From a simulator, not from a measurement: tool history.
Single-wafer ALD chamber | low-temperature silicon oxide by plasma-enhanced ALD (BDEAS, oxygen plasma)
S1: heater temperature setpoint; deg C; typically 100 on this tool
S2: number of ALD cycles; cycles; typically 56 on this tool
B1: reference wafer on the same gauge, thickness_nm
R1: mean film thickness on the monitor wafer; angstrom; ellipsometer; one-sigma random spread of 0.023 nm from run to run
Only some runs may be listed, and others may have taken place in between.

run	hour	S1	S2	B1	R1
1	0.0	100	63	9.880	94.05
2	25.3	100	63	9.894	93.98
3	42.1	100	63	9.902	94.24
4	71.4	100	49	9.916	73.09
5	96.3	100	53	9.926	79.20
6	128.2	100	60	9.945	89.77
7	153.5	100	56	9.959	83.65
8	187.9	100	56	9.973	83.54
9	215.6	100	56	10.001	84.60
# hour 220.5: gauge calibrated
10	238.1	100	56	9.882	83.11
11	257.4	100	56	9.880	83.15
12	291.2	106	48	9.887	70.44
13	321.5	96	49	9.888	73.79
14	336.9	100	56	9.886	83.36
15	357.2	88	56	9.898	86.61
# hour 379.2: thermocouple changed; heater temperature recalibrated
16	382.0	104	59	9.895	87.27
17	408.3	91	60	9.914	92.68
18	427.8	86	56	9.918	87.72
19	452.8	100	56	9.929	83.38
20	475.0	115	66	9.937	96.04
21	489.0	108	59	9.936	87.23

Run 22 is up next; what results do you expect?
22	515.4	112	50	?	?

{"run 22": {"B1": 9.954, "R1": 73.42}}
Were there no unlogged condition in the tool, this run, its random variation unchanged, would have produced R1 72.88 angstrom.

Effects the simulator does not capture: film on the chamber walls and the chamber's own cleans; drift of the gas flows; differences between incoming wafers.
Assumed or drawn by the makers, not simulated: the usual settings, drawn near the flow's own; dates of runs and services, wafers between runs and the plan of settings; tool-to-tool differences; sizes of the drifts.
